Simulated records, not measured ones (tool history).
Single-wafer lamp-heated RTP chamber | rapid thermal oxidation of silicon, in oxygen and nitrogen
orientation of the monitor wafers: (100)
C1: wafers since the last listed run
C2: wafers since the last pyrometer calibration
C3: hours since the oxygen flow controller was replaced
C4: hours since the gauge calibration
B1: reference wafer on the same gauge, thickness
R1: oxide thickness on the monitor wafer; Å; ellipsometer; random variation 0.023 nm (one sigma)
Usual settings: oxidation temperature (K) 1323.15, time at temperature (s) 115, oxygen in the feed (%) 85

run 1 hour=0.0 | oxidation_temperature_(K)=1323.15 time_at_temperature_(s)=115 oxygen_in_the_feed_(%)=85 | C1=0 C2=1384 C3=2269.6 C4=3983.5 | B1=9.600 | R1=106.00
run 2 hour=97.6 | oxidation_temperature_(K)=1323.15 time_at_temperature_(s)=154 oxygen_in_the_feed_(%)=85 | C1=690 C2=2075 C3=2367.2 C4=4081.1 | B1=9.605 | R1=122.54
run 3 hour=148.7 | oxidation_temperature_(K)=1323.15 time_at_temperature_(s)=154 oxygen_in_the_feed_(%)=85 | C1=361 C2=2436 C3=2418.3 C4=4132.2 | B1=9.600 | R1=121.72
run 4 hour=252.6 | oxidation_temperature_(K)=1323.15 time_at_temperature_(s)=115 oxygen_in_the_feed_(%)=85 | C1=735 C2=3172 C3=2522.2 C4=4236.1 | B1=9.604 | R1=106.74
run 5 hour=314.7 | oxidation_temperature_(K)=1323.15 time_at_temperature_(s)=115 oxygen_in_the_feed_(%)=85 | C1=439 C2=3612 C3=2584.3 C4=4298.2 | B1=9.600 | R1=106.57
run 6 hour=399.9 | oxidation_temperature_(K)=1323.15 time_at_temperature_(s)=115 oxygen_in_the_feed_(%)=85 | C1=603 C2=4215 C3=2669.5 C4=4383.4 | B1=9.602 | R1=107.20
run 7 hour=463.5 | oxidation_temperature_(K)=1323.15 time_at_temperature_(s)=115 oxygen_in_the_feed_(%)=85 | C1=450 C2=4665 C3=2733.1 C4=4447.0 | B1=9.606 | R1=107.03
-- hour=491.6 gauge calibrated
run 8 hour=535.2 | oxidation_temperature_(K)=1323.15 time_at_temperature_(s)=115 oxygen_in_the_feed_(%)=85 | C1=507 C2=5173 C3=2804.8 C4=43.6 | B1=9.600 | R1=106.83
run 9 hour=614.4 | oxidation_temperature_(K)=1323.15 time_at_temperature_(s)=115 oxygen_in_the_feed_(%)=85 | C1=560 C2=5733 C3=2884.0 C4=122.8 | B1=9.596 | R1=106.85
-- hour=702.2 pyrometer window cleaned and pyrometer calibrated
-- hour=842.1 oxygen flow controller replaced
run 10 hour=936.0 | oxidation_temperature_(K)=1323.15 time_at_temperature_(s)=115 oxygen_in_the_feed_(%)=85 | C1=2163 C2=1598 C3=93.9 C4=444.4 | B1=9.600 | R1=108.25
run 11 hour=1011.3 | oxidation_temperature_(K)=1323.15 time_at_temperature_(s)=115 oxygen_in_the_feed_(%)=85 | C1=533 C2=2131 C3=169.2 C4=519.7 | B1=9.603 | R1=108.05
run 12 hour=1051.2 | oxidation_temperature_(K)=1323.15 time_at_temperature_(s)=115 oxygen_in_the_feed_(%)=85 | C1=282 C2=2414 C3=209.1 C4=559.6 | B1=9.602 | R1=108.64
run 13 hour=1147.0 | oxidation_temperature_(K)=1323.15 time_at_temperature_(s)=115 oxygen_in_the_feed_(%)=85 | C1=678 C2=3092 C3=304.9 C4=655.4 | B1=9.602 | R1=108.60
run 14 hour=1238.4 | oxidation_temperature_(K)=1323.15 time_at_temperature_(s)=115 oxygen_in_the_feed_(%)=63 | C1=647 C2=3739 C3=396.3 C4=746.8 | B1=9.606 | R1=97.67
run 15 hour=1316.4 | oxidation_temperature_(K)=1351.15 time_at_temperature_(s)=100 oxygen_in_the_feed_(%)=67 | C1=552 C2=4291 C3=474.3 C4=824.8 | B1=9.598 | R1=112.49
-- hour=1382.5 pyrometer window cleaned and pyrometer calibrated, repeated, since the last time left the tool worse
run 16 hour=1393.5 | oxidation_temperature_(K)=1334.15 time_at_temperature_(s)=115 oxygen_in_the_feed_(%)=98 | C1=489 C2=77 C3=551.4 C4=901.9 | B1=9.609 | R1=120.59
run 17 hour=1492.6 | oxidation_temperature_(K)=1323.15 time_at_temperature_(s)=64 oxygen_in_the_feed_(%)=85 | C1=701 C2=779 C3=650.5 C4=1001.0 | B1=9.602 | R1=81.54
run 18 hour=1570.7 | oxidation_temperature_(K)=1294.15 time_at_temperature_(s)=99 oxygen_in_the_feed_(%)=96 | C1=552 C2=1332 C3=728.6 C4=1079.1 | B1=9.602 | R1=84.22
run 19 hour=1660.2 | oxidation_temperature_(K)=1323.15 time_at_temperature_(s)=115 oxygen_in_the_feed_(%)=85 | C1=633 C2=1965 C3=818.1 C4=1168.6 | B1=9.600 | R1=106.78
run 20 hour=1704.3 | oxidation_temperature_(K)=1323.15 time_at_temperature_(s)=115 oxygen_in_the_feed_(%)=85 | C1=312 C2=2278 C3=862.2 C4=1212.7 | B1=9.602 | R1=106.85
run 21 hour=1811.3 | oxidation_temperature_(K)=1338.15 time_at_temperature_(s)=115 oxygen_in_the_feed_(%)=57 | C1=757 C2=3035 C3=969.2 C4=1319.7 | B1=9.599 | R1=102.32
run 22 hour=1872.5 | oxidation_temperature_(K)=1353.15 time_at_temperature_(s)=153 oxygen_in_the_feed_(%)=75 | C1=433 C2=3468 C3=1030.4 C4=1380.9 | B1=9.599 | R1=142.41
run 23 hour=1934.8 | oxidation_temperature_(K)=1323.15 time_at_temperature_(s)=64 oxygen_in_the_feed_(%)=85 | C1=441 C2=3909 C3=1092.7 C4=1443.2 | B1=9.606 | R1=82.03
run 24 hour=2033.1 | oxidation_temperature_(K)=1349.15 time_at_temperature_(s)=115 oxygen_in_the_feed_(%)=85 | C1=695 C2=4605 C3=1191.0 C4=1541.5 | B1=9.603 | R1=127.12
-- hour=2089.0 pyrometer window cleaned and pyrometer calibrated
run 25 hour=2204.0 | oxidation_temperature_(K)=1347.15 time_at_temperature_(s)=165 oxygen_in_the_feed_(%)=57 | C1=1153 C2=813 C3=1361.9 C4=1712.4 | B1=9.590 | R1=127.67
run 26 hour=2305.6 | oxidation_temperature_(K)=1338.15 time_at_temperature_(s)=91 oxygen_in_the_feed_(%)=98 | C1=719 C2=1533 C3=1463.5 C4=1814.0 | B1=9.600 | R1=111.76
run 27 hour=2355.1 | oxidation_temperature_(K)=1323.15 time_at_temperature_(s)=115 oxygen_in_the_feed_(%)=85 | C1=350 C2=1883 C3=1513.0 C4=1863.5 | B1=9.600 | R1=106.35
run 28 hour=2453.2 | oxidation_temperature_(K)=1323.15 time_at_temperature_(s)=115 oxygen_in_the_feed_(%)=85 | C1=694 C2=2578 C3=1611.1 C4=1961.6 | B1=9.604 | R1=106.76
run 29 hour=2556.8 | oxidation_temperature_(K)=1323.15 time_at_temperature_(s)=115 oxygen_in_the_feed_(%)=85 | C1=733 C2=3311 C3=1714.7 C4=2065.2 | B1=9.593 | R1=106.67
run 30 hour=2663.8 | oxidation_temperature_(K)=1300.15 time_at_temperature_(s)=115 oxygen_in_the_feed_(%)=85 | C1=757 C2=4068 C3=1821.7 C4=2172.2 | B1=9.600 | R1=90.89
run 31 hour=2758.1 | oxidation_temperature_(K)=1343.15 time_at_temperature_(s)=115 oxygen_in_the_feed_(%)=67 | C1=667 C2=4736 C3=1916.0 C4=2266.5 | B1=9.606 | R1=112.31
-- hour=2854.6 pyrometer window cleaned and pyrometer calibrated
run 32 hour=2855.1 | oxidation_temperature_(K)=1323.15 time_at_temperature_(s)=115 oxygen_in_the_feed_(%)=85 | C1=630 C2=3 C3=2013.0 C4=2363.5 | B1=9.598 | R1=105.92
run 33 hour=2911.0 | oxidation_temperature_(K)=1332.15 time_at_temperature_(s)=66 oxygen_in_the_feed_(%)=71 | C1=395 C2=399 C3=2068.9 C4=2419.4 | B1=9.594 | R1=82.35
run 34 hour=2986.9 | oxidation_temperature_(K)=1307.15 time_at_temperature_(s)=154 oxygen_in_the_feed_(%)=85 | C1=537 C2=936 C3=2144.8 C4=2495.3 | B1=9.602 | R1=108.50
run 35 hour=3045.3 | oxidation_temperature_(K)=1323.15 time_at_temperature_(s)=115 oxygen_in_the_feed_(%)=85 | C1=413 C2=1350 C3=2203.2 C4=2553.7 | B1=9.601 | R1=105.87
run 36 hour=3090.9 | oxidation_temperature_(K)=1304.15 time_at_temperature_(s)=115 oxygen_in_the_feed_(%)=64 | C1=322 C2=1672 C3=2248.8 C4=2599.3 | B1=9.600 | R1=84.06
run 37 hour=3147.0 | oxidation_temperature_(K)=1338.15 time_at_temperature_(s)=115 oxygen_in_the_feed_(%)=57 | C1=397 C2=2070 C3=2304.9 C4=2655.4 | B1=9.598 | R1=102.17
run 38 hour=3340.6 | oxidation_temperature_(K)=1310.15 time_at_temperature_(s)=134 oxygen_in_the_feed_(%)=85 | C1=1370 C2=3440 C3=2498.5 C4=2849.0 | B1=9.607 | R1=104.66

Hidden state at the last listed run before each entry between runs and at the first one after, where it differs:
Between runs 7 and 8: gauge calibrated (hour 491.6)
  true wafer temperature minus pyrometer reading, K: 1.53 -> 1.56
  measured less the result without the state, R1: +1.12 -> +1.15 Å
Between runs 9 and 10: pyrometer window cleaned and pyrometer calibrated (hour 702.2); oxygen flow controller replaced (hour 842.1)
  true wafer temperature minus pyrometer reading, K: 1.59 -> 3.48
  measured less the result without the state, R1: +1.16 -> +2.56 Å
Between runs 15 and 16: pyrometer window cleaned and pyrometer calibrated, repeated, since the last time left the tool worse (hour 1382.5)
  true wafer temperature minus pyrometer reading, K: 3.98 -> 0.167
  measured less the result without the state, R1: +2.89 -> +0.14 Å
Between runs 24 and 25: pyrometer window cleaned and pyrometer calibrated (hour 2089.0)
  true wafer temperature minus pyrometer reading, K: 1.52 -> 0.698
  measured less the result without the state, R1: +1.27 -> +0.59 Å
Between runs 31 and 32: pyrometer window cleaned and pyrometer calibrated (hour 2854.6)
  true wafer temperature minus pyrometer reading, K: 1.59 -> 0.00548
  measured less the result without the state, R1: +1.18 -> +0.00 Å
